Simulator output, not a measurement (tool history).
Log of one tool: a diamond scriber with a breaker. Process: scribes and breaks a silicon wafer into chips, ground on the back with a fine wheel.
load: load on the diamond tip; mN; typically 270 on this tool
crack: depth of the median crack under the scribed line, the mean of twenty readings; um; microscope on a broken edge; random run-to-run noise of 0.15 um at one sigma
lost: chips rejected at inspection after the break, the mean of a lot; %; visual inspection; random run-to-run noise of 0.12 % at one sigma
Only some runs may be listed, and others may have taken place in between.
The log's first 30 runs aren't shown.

run,day,load,"incoming depth of the damage left on the back of the incoming wafer, um",crack,lost
31,16.679,338,2.11,8.27,2.37
32,17.100,270,1.63,7.28,1.99
33,17.567,216,2.47,6.40,8.17
34,18.017,219,2.44,6.34,7.98
35,18.500,316,2.55,7.56,3.66
36,19.154,201,2.55,6.10,11.58
37,19.625,222,2.24,6.42,7.83
38,20.054,270,2.38,7.06,4.06
39,21.142,237,2.25,6.59,6.11
40,21.446,223,2.86,6.37,9.94
41,21.717,270,1.56,7.06,2.36
42,22.125,270,2.48,6.99,4.96
43,22.742,270,1.82,7.07,3.04

Here are 3 independent what-if runs from the current tool condition. What would each one return?
A,22.762,270,2.63,?,?
B,22.762,191,2.63,?,?
C,22.762,345,2.63,?,?

run,crack,lost
A,7.03,5.71
B,5.94,15.13
C,7.98,3.58
Take away the tool's hidden state, keep each run's random variation, and the runs would have read:
run,crack,lost
A,7.69,3.72
B,6.50,9.18
C,8.74,4.86

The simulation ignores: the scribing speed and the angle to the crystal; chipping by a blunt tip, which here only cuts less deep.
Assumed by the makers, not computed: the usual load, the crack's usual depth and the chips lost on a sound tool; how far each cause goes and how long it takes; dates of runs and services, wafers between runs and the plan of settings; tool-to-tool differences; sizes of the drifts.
